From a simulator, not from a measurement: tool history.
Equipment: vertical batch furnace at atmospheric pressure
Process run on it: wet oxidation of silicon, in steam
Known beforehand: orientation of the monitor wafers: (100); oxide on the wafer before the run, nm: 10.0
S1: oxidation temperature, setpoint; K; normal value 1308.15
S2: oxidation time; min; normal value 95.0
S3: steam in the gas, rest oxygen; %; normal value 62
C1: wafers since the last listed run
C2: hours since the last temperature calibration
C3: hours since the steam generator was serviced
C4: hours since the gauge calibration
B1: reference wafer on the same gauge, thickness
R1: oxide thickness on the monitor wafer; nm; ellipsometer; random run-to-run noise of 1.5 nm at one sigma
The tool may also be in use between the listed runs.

run    hour       S1     S2  S3    C1      C2      C3      C4      B1      R1
  1     0.0  1308.15   95.0  62     0  3602.3   815.0   795.1  543.91  594.75
  2    56.6  1308.15   95.0  62   872  3658.9   871.6   851.7  543.76  591.73
  3   112.0  1308.15   95.0  62   854  3714.3   927.0   907.1  543.97  592.12
  4   176.3  1308.15   95.0  62   991  3778.6   991.3   971.4  544.21  590.09
  5   243.5  1308.15   95.0  62  1036  3845.8  1058.5  1038.6  543.88  592.28
  6   293.1  1308.15   95.0  62   764  3895.4  1108.1  1088.2  544.00  591.14
  7   346.7  1308.15   95.0  62   826  3949.0  1161.7  1141.8  544.02  591.75
  8   394.3  1308.15   95.0  62   733  3996.6  1209.3  1189.4  544.11  592.52
      430.7  -- thermocouples replaced and temperature profile calibrated
      533.4  -- steam generator serviced
  9   533.9  1319.15  110.0  62  1412   103.2     0.5  1329.0  544.17  689.80
 10   574.4  1319.15  110.0  62   624   143.7    41.0  1369.5  544.13  687.47
 11   603.8  1319.15  110.0  62   453   173.1    70.4  1398.9  543.66  687.84
 12   652.4  1308.15   95.0  62   749   221.7   119.0  1447.5  543.94  592.76
 13   839.5  1308.15   95.0  62  2884   408.8   306.1  1634.6  544.08  589.36
 14   865.8  1308.15   95.0  62   405   435.1   332.4  1660.9  544.09  589.48
 15   906.4  1308.15   95.0  62   625   475.7   373.0  1701.5  544.11  588.24
      927.9  -- gauge calibrated
 16   961.1  1299.15   53.0  54   843   530.4   427.7    33.2  543.76  348.22
 17  1005.4  1308.15  116.5  62   682   574.7   472.0    77.5  543.67  665.65
 18  1044.5  1308.15   95.0  62   602   613.8   511.1   116.6  544.10  585.68
 19  1073.6  1301.15  135.5  62   448   642.9   540.2   145.7  543.80  702.08
 20  1104.7  1308.15  137.0  54   479   674.0   571.3   176.8  543.81  671.73
 21  1164.7  1298.15   95.0  62   925   734.0   631.3   236.8  544.08  555.27
 22  1192.0  1286.15   63.0  62   420   761.3   658.6   264.1  543.56  390.15
 23  1228.2  1308.15   81.5  62   558   797.5   694.8   300.3  544.09  534.05
 24  1268.2  1327.15   95.0  62   616   837.5   734.8   340.3  543.80  644.61
 25  1299.7  1308.15   95.0  62   485   869.0   766.3   371.8  543.90  583.73
 26  1352.2  1327.15   53.5  52   809   921.5   818.8   424.3  544.36  407.20
 27  1378.6  1315.15  136.5  54   407   947.9   845.2   450.7  543.98  693.22
 28  1416.5  1290.15  138.5  68   584   985.8   883.1   488.6  544.00  707.76
 29  1441.0  1308.15   56.5  62   377  1010.3   907.6   513.1  543.99  420.16
 30  1511.1  1295.15   60.5  51  1080  1080.4   977.7   583.2  543.76  356.41
 31  1572.9  1317.15   72.0  52   952  1142.2  1039.5   645.0  544.38  464.36
 32  1609.4  1308.15   95.0  62   562  1178.7  1076.0   681.5  543.78  585.87
 33  1642.7  1308.15   74.5  62   513  1212.0  1109.3   714.8  544.14  502.29
 34  1707.9  1308.15   95.0  62  1005  1277.2  1174.5   780.0  544.10  580.71
 35  1766.4  1308.15   95.0  62   901  1335.7  1233.0   838.5  543.79  581.76
 36  1795.2  1308.15   95.0  62   444  1364.5  1261.8   867.3  544.05  582.79

Run 37, settings as shown, results not yet in. Your forecast:
 37  1852.4  1308.15  95.0  62  881  1421.7  1319.0  924.5   ?   ?

Run 37 measured B1 543.77, R1 584.62 nm.
If the tool had no hidden condition, the same run with the same run-to-run variation would have returned R1 595.39 nm.
